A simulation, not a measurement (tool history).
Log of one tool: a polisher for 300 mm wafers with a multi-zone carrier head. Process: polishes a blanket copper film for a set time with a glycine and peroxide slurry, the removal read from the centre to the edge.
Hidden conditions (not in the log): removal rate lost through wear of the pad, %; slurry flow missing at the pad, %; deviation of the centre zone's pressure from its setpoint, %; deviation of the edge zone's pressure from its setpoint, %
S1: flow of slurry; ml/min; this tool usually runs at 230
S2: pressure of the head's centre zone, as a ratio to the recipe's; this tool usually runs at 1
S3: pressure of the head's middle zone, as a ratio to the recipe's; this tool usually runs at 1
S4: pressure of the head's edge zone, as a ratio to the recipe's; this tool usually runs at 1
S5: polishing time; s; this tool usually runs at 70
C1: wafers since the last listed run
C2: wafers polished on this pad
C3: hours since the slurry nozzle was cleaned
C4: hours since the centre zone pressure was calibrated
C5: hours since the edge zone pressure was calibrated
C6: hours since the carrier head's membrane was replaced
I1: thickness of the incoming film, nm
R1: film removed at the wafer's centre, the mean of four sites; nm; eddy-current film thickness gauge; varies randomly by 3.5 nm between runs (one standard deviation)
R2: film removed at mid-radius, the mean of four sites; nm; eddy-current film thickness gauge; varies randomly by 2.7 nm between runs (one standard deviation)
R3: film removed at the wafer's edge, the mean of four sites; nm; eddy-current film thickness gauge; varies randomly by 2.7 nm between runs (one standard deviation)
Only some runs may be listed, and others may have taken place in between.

run 1 hour=0 | S1=230 S2=1 S3=1 S4=1 S5=70 | C1=0 C2=2461 C3=78.8 C4=158.6 C5=58.3 C6=498.5 | I1=2150.9 | R1=210.1 R2=208.9 R3=204.6
-- hour=93.8 worn pad replaced by a new one
run 2 hour=94.3 | S1=230 S2=1 S3=1 S4=1 S5=70 | C1=666 C2=3 C3=173.1 C4=252.9 C5=152.6 C6=592.8 | I1=2175.1 | R1=239.1 R2=232.6 R3=226.5
-- hour=130.8 carrier head's membrane replaced by a new one
run 3 hour=191.8 | S1=230 S2=1 S3=1 S4=1 S5=70 | C1=682 C2=685 C3=270.6 C4=350.4 C5=250.1 C6=61 | I1=2146 | R1=212.3 R2=216.7 R3=216.8
run 4 hour=247.7 | S1=230 S2=1 S3=1 S4=1 S5=70 | C1=412 C2=1098 C3=326.5 C4=406.3 C5=306 C6=116.9 | I1=2143.4 | R1=212.6 R2=213.6 R3=205.1
run 5 hour=313.7 | S1=205 S2=1 S3=1 S4=1 S5=70 | C1=486 C2=1585 C3=392.5 C4=472.3 C5=372 C6=182.9 | I1=2168.1 | R1=206.5 R2=202.3 R3=204.4
run 6 hour=396.1 | S1=205 S2=1 S3=1 S4=1 S5=70 | C1=607 C2=2192 C3=474.9 C4=554.7 C5=454.4 C6=265.3 | I1=2180 | R1=199.9 R2=200.7 R3=203
run 7 hour=492.9 | S1=230 S2=0.94 S3=1 S4=1 S5=87 | C1=714 C2=2907 C3=571.7 C4=651.5 C5=551.2 C6=362.1 | I1=2139.9 | R1=232.4 R2=249.3 R3=249
-- hour=500.3 worn pad replaced by a new one
run 8 hour=543.7 | S1=230 S2=0.94 S3=1 S4=1 S5=87 | C1=345 C2=320 C3=622.5 C4=702.3 C5=602 C6=412.9 | I1=2159 | R1=254.1 R2=268.5 R3=271.3
run 9 hour=615.9 | S1=230 S2=0.94 S3=1 S4=1 S5=87 | C1=532 C2=852 C3=694.7 C4=774.5 C5=674.2 C6=485.1 | I1=2155.3 | R1=240.7 R2=258.4 R3=258.6
-- hour=626.8 carrier head's membrane replaced by a new one
run 10 hour=711.9 | S1=230 S2=1 S3=1 S4=1 S5=70 | C1=671 C2=1524 C3=790.7 C4=870.5 C5=770.2 C6=85.1 | I1=2172.3 | R1=200 R2=199.3 R3=201.3
-- hour=749.1 slurry nozzle cleaned
run 11 hour=802.3 | S1=230 S2=1 S3=1 S4=1 S5=70 | C1=659 C2=2183 C3=53.2 C4=960.9 C5=860.6 C6=175.5 | I1=2171 | R1=209.7 R2=204.1 R3=204.9
run 12 hour=855.7 | S1=230 S2=1 S3=1.1 S4=1.09 S5=58 | C1=393 C2=2577 C3=106.6 C4=1014.3 C5=914 C6=228.9 | I1=2123.6 | R1=171.3 R2=183.1 R3=176.1
-- hour=904.9 worn pad replaced by a new one
-- hour=930.7 centre zone pressure recalibrated
run 13 hour=1153.5 | S1=230 S2=1 S3=1 S4=1 S5=70 | C1=2152 C2=1818 C3=404.4 C4=222.8 C5=1211.8 C6=526.7 | I1=2155.3 | R1=205.4 R2=201.7 R3=202.1
-- hour=1163.5 carrier head's membrane replaced by a new one
run 14 hour=1190.2 | S1=230 S2=1.04 S3=1 S4=1 S5=59 | C1=233 C2=2052 C3=441.1 C4=259.5 C5=1248.5 C6=26.7 | I1=2150 | R1=179.5 R2=168.8 R3=170.3
-- hour=1243.4 edge zone pressure recalibrated
-- hour=1304.9 worn pad replaced by a new one
run 15 hour=1405 | S1=230 S2=0.94 S3=1 S4=1 S5=70 | C1=1540 C2=738 C3=655.9 C4=474.3 C5=161.6 C6=241.5 | I1=2168.2 | R1=194.9 R2=206.6 R3=209
run 16 hour=1458.3 | S1=230 S2=1 S3=1 S4=0.93 S5=70 | C1=393 C2=1131 C3=709.2 C4=527.6 C5=214.9 C6=294.8 | I1=2131 | R1=200.6 R2=199.6 R3=197.6
-- hour=1488.6 slurry nozzle cleaned
run 17 hour=1554.1 | S1=230 S2=1 S3=1.08 S4=1.07 S5=70 | C1=699 C2=1830 C3=65.5 C4=623.4 C5=310.7 C6=390.6 | I1=2136.4 | R1=210.5 R2=217.3 R3=216
run 18 hour=1613.3 | S1=230 S2=1 S3=1 S4=1 S5=70 | C1=436 C2=2267 C3=124.7 C4=682.6 C5=369.9 C6=449.8 | I1=2154.4 | R1=209.5 R2=206.2 R3=210.4
-- hour=1686 worn pad replaced by a new one
run 19 hour=1713 | S1=230 S2=1 S3=1.11 S4=1 S5=70 | C1=705 C2=199 C3=224.4 C4=782.3 C5=469.6 C6=549.5 | I1=2161.3 | R1=228.6 R2=249.5 R3=231.7
-- hour=1744.8 carrier head's membrane replaced by a new one
run 20 hour=1796 | S1=230 S2=1 S3=1 S4=1 S5=70 | C1=575 C2=774 C3=307.4 C4=865.3 C5=552.6 C6=51.2 | I1=2147.5 | R1=220.1 R2=214.4 R3=213.2
-- hour=1853.5 centre zone pressure recalibrated
run 21 hour=1876.4 | S1=230 S2=1 S3=1 S4=1 S5=51 | C1=578 C2=1352 C3=387.8 C4=22.9 C5=633 C6=131.6 | I1=2133.2 | R1=157 R2=153.2 R3=154.3
run 22 hour=1967 | S1=230 S2=1 S3=1 S4=1.04 S5=86 | C1=668 C2=2021 C3=478.4 C4=113.5 C5=723.6 C6=222.2 | I1=2178.3 | R1=255.4 R2=247.5 R3=253.1

Some steps in R1, run to run, broken into two amounts with sign: the step expected even without the hidden condition (settings, incoming material, random variation), and the rest, left for the hidden condition together with whatever gauge scatter is not in both the measured and the hidden-condition-free result:
Run 1 -> 2: worn pad replaced by a new one. R1 +29 nm: hidden state +24.8, all else +4.2.
Run 20 -> 21: S5 70 -> 51, centre zone pressure recalibrated. R1 -63.1 nm: hidden state +0.9, all else -64.
Run 21 -> 22: S4 1 -> 1.04, S5 51 -> 86. R1 +98.4 nm: hidden state -22.3, all else +120.7.

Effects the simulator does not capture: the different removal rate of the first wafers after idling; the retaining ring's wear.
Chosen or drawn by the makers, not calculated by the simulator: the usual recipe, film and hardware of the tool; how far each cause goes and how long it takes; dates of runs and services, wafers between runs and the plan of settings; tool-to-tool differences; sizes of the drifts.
